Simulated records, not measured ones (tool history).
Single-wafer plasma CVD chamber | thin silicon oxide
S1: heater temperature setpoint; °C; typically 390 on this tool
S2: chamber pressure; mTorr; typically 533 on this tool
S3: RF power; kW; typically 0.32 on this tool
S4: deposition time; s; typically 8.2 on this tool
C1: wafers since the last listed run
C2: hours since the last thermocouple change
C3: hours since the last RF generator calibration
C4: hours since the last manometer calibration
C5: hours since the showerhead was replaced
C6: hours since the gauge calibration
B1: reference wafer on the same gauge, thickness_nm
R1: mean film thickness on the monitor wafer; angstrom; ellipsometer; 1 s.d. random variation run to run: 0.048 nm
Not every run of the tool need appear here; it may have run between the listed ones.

Run 1, hour 0: usual settings; C1 0; C2 2045.3; C3 863.3; C4 1100.5; C5 7840.2; C6 1087.5; B1 11.898. Result: R1 109.38 angstrom.
Run 2, hour 24.8: usual settings but S4 7.8 s; C1 481; C2 2070.1; C3 888.1; C4 1125.3; C5 7865; C6 1112.3; B1 11.912. Result: R1 104.68 angstrom.
Run 3, hour 57: usual settings but S4 7.8 s; C1 625; C2 2102.3; C3 920.3; C4 1157.5; C5 7897.2; C6 1144.5; B1 11.906. Result: R1 105.71 angstrom.
Run 4, hour 89.8: usual settings; C1 637; C2 2135.1; C3 953.1; C4 1190.3; C5 7930; C6 1177.3; B1 11.905. Result: R1 109.71 angstrom.
Run 5, hour 106.9: usual settings; C1 332; C2 2152.2; C3 970.2; C4 1207.4; C5 7947.1; C6 1194.4; B1 11.898. Result: R1 110.3 angstrom.
Run 6, hour 132.8: usual settings; C1 503; C2 2178.1; C3 996.1; C4 1233.3; C5 7973; C6 1220.3; B1 11.892. Result: R1 111.57 angstrom.
Run 7, hour 219.6: usual settings but S4 7.67 s; C1 1686; C2 2264.9; C3 1082.9; C4 1320.1; C5 8059.8; C6 1307.1; B1 11.882. Result: R1 103.14 angstrom.
Run 8, hour 240.6: usual settings but S1 381 °C, S2 478 mTorr, S3 0.35 kW, S4 9.66 s; C1 407; C2 2285.9; C3 1103.9; C4 1341.1; C5 8080.8; C6 1328.1; B1 11.899. Result: R1 121.1 angstrom.
At hour 246.4: gauge calibrated.
Run 9, hour 292: usual settings but S4 7.8 s; C1 998; C2 2337.3; C3 1155.3; C4 1392.5; C5 8132.2; C6 45.6; B1 11.911. Result: R1 105.43 angstrom.
Run 10, hour 319.5: usual settings but S1 403 °C, S2 495 mTorr, S3 0.355 kW; C1 534; C2 2364.8; C3 1182.8; C4 1420; C5 8159.7; C6 73.1; B1 11.875. Result: R1 105.56 angstrom.
Run 11, hour 340.6: usual settings but S2 601 mTorr, S4 9.52 s; C1 409; C2 2385.9; C3 1203.9; C4 1441.1; C5 8180.8; C6 94.2; B1 11.894. Result: R1 144.97 angstrom.
At hour 377.3: capacitance manometer re-zeroed and calibrated.
Run 12, hour 377.8: usual settings but S1 375 °C, S4 7.68 s; C1 567; C2 2423.1; C3 1241.1; C4 0.5; C5 8218; C6 131.4; B1 11.908. Result: R1 100.7 angstrom.
At hour 385.9: RF generator calibrated.
Run 13, hour 390.7: usual settings; C1 95; C2 2436; C3 4.8; C4 13.4; C5 8230.9; C6 144.3; B1 11.907. Result: R1 106.5 angstrom.
At hour 414.7: thermocouple changed; heater temperature recalibrated.
Run 14, hour 423.8: usual settings; C1 487; C2 9.1; C3 37.9; C4 46.5; C5 8264; C6 177.4; B1 11.918. Result: R1 106.6 angstrom.
Run 15, hour 448.9: usual settings but S1 385 °C, S2 462 mTorr, S4 8.74 s; C1 487; C2 34.2; C3 63; C4 71.6; C5 8289.1; C6 202.5; B1 11.912. Result: R1 99.5 angstrom.
At hour 472.1: showerhead replaced.
Run 16, hour 472.6: usual settings but S1 385 °C, S2 649 mTorr, S3 0.37 kW, S4 6.79 s; C1 304; C2 57.9; C3 86.7; C4 95.3; C5 0.5; C6 226.2; B1 11.892. Result: R1 112.31 angstrom.
Run 17, hour 485: usual settings; C1 240; C2 70.3; C3 99.1; C4 107.7; C5 12.9; C6 238.6; B1 11.912. Result: R1 107.17 angstrom.
Run 18, hour 505.6: usual settings but S1 381 °C, S2 571 mTorr, S3 0.27 kW, S4 6.72 s; C1 400; C2 90.9; C3 119.7; C4 128.3; C5 33.5; C6 259.2; B1 11.892. Result: R1 89.99 angstrom.
Run 19, hour 522.1: usual settings but S1 384 °C, S3 0.375 kW; C1 320; C2 107.4; C3 136.2; C4 144.8; C5 50; C6 275.7; B1 11.88. Result: R1 113.03 angstrom.
Run 20, hour 534.9: usual settings; C1 248; C2 120.2; C3 149; C4 157.6; C5 62.8; C6 288.5; B1 11.888. Result: R1 106.62 angstrom.
Run 21, hour 554.2: usual settings but S1 403 °C, S2 594 mTorr, S3 0.345 kW, S4 7.26 s; C1 374; C2 139.5; C3 168.3; C4 176.9; C5 82.1; C6 307.8; B1 11.895. Result: R1 106.74 angstrom.
Run 22, hour 566.4: usual settings; C1 236; C2 151.7; C3 180.5; C4 189.1; C5 94.3; C6 320; B1 11.912. Result: R1 107.09 angstrom.
Run 23, hour 588.2: usual settings but S4 8.74 s; C1 423; C2 173.5; C3 202.3; C4 210.9; C5 116.1; C6 341.8; B1 11.877. Result: R1 113.74 angstrom.
Run 24, hour 606.3: usual settings but S1 401 °C, S4 7.43 s; C1 351; C2 191.6; C3 220.4; C4 229; C5 134.2; C6 359.9; B1 11.904. Result: R1 96.52 angstrom.
Run 25, hour 638.6: usual settings but S2 575 mTorr; C1 627; C2 223.9; C3 252.7; C4 261.3; C5 166.5; C6 392.2; B1 11.888. Result: R1 115.75 angstrom.
Run 26, hour 651.1: usual settings but S1 403 °C, S2 660 mTorr; C1 242; C2 236.4; C3 265.2; C4 273.8; C5 179; C6 404.7; B1 11.9. Result: R1 131.64 angstrom.
Run 27, hour 689.3: usual settings but S2 658 mTorr; C1 742; C2 274.6; C3 303.4; C4 312; C5 217.2; C6 442.9; B1 11.909. Result: R1 132.23 angstrom.
Run 28, hour 710.8: usual settings; C1 417; C2 296.1; C3 324.9; C4 333.5; C5 238.7; C6 464.4; B1 11.906. Result: R1 107.31 angstrom.

Run 29 is up next; what results do you expect?
Run 29, hour 731.8: usual settings but S1 397 °C, S2 633 mTorr, S3 0.38 kW, S4 8.86 s; C1 407; C2 317.1; C3 345.9; C4 354.5; C5 259.7; C6 485.4; B1 ?. Result: R1 ?.

{"run 29": {"B1": 11.876, "R1": 143.93}}
If the tool had no hidden condition, the same run with the same run-to-run variation would have returned R1 143.1 angstrom.
